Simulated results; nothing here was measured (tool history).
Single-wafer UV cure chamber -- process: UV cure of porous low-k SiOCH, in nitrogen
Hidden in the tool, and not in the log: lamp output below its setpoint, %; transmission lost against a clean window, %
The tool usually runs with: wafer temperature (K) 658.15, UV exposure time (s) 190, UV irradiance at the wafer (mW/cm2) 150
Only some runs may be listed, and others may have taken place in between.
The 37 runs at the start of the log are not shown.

run,hour,wafer temperature (K),UV exposure time (s),UV irradiance at the wafer (mW/cm2),wafers since the last listed run,hours since the UV bulbs were replaced,wafers since the quartz window was cleaned,loss of film thickness in the cure (%)
# hour 2028.1: quartz window cleaned
38,2052.4,641.15,190,124,265,816.5,106,13.903
39,2096.8,644.15,235,150,194,860.9,301,16.109
40,2156.2,639.15,140,150,260,920.3,562,13.225
41,2186.8,669.15,85,181,134,950.9,696,12.002
42,2252.1,642.15,110,123,286,1016.2,982,10.860
43,2281.2,643.15,95,118,127,1045.3,1110,9.607
44,2340.4,658.15,190,187,259,1104.5,1370,15.915
45,2409.0,646.15,110,163,301,1173.1,1671,11.675
46,2471.7,646.15,280,150,275,1235.8,1946,15.497
47,2505.1,650.15,190,150,146,1269.2,2093,13.588
# hour 2567.1: quartz window cleaned
48,2574.2,672.15,85,150,268,1338.3,31,10.305
49,2608.2,669.15,190,118,149,1372.3,180,13.165

Below are 3 alternative next runs, each starting from the tool's condition after run 49. Predict each:
A,2608.7,658.15,190,179,2,1372.8,182,?
B,2608.7,663.15,140,150,2,1372.8,182,?
C,2608.7,658.15,115,136,2,1372.8,182,?

run,loss of film thickness in the cure (%)
A,15.717
B,13.161
C,11.477
With no hidden state in the tool, these same runs would have given:
run,loss of film thickness in the cure (%)
A,17.554
B,14.924
C,13.196
